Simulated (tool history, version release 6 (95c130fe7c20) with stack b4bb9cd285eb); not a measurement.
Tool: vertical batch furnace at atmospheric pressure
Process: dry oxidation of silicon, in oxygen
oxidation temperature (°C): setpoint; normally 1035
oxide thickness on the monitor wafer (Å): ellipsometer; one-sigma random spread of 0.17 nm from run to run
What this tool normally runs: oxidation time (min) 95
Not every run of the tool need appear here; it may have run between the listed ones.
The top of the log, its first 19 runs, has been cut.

run	hour	oxidation temperature (°C)	oxidation time (min)	wafers since the last listed run	hours since the last temperature calibration	hours since the boat lift was adjusted	hours since the gauge calibration	read-back reference wafer on the same gauge, thickness	oxide thickness on the monitor wafer (Å)
20	342.2	1042	51	204	196.7	52.5	233.4	99	845
21	350.2	1043	124	109	204.7	60.5	241.4	98.98	1335
22	373.4	1035	52.5	316	227.9	83.7	264.6	99	823.7
23	387.9	1020	47.5	197	242.4	98.2	279.1	99	731
24	430.2	1035	95	576	284.7	140.5	321.4	98.99	1098.5
25	451.1	1018	125.5	285	305.6	161.4	342.3	98.99	1140.1
26	464.3	1035	95	180	318.8	174.6	355.5	98.97	1097.7
27	478.7	1035	95	196	333.2	189	369.9	99	1099.6
28	524.7	1035	95	627	379.2	235	415.9	98.98	1098.6
29	544.4	1035	111	268	398.9	254.7	435.6	99.02	1191.1
30	564.5	1028	95	274	419	274.8	455.7	98.98	1051.7
31	583.7	1048	80.5	261	438.2	294	474.9	99.01	1093.3
32	601.7	1017	63.5	245	456.2	312	492.9	99.02	810.6
33	611.2	1048	124.5	129	465.7	321.5	502.4	98.97	1383
34	619.8	1042	48.5	117	474.3	330.1	511	99.03	827.3
35	636.9	1011	95	233	491.4	347.2	528.1	99.01	943.1
36	657.2	1058	73.5	276	511.7	367.5	548.4	99	1110
37	671.8	1055	58	199	526.3	382.1	563	99.04	966.1

For run 38, what comes out?
38	685.2	1042	95	182	539.7	395.5	576.4	?	?

{"run 38": {"read-back reference wafer on the same gauge, thickness": 99, "oxide thickness on the monitor wafer (Å)": 1149.6}}
If the tool had no hidden condition, the same run with the same run-to-run variation would have returned oxide thickness on the monitor wafer (Å) 1152.9.
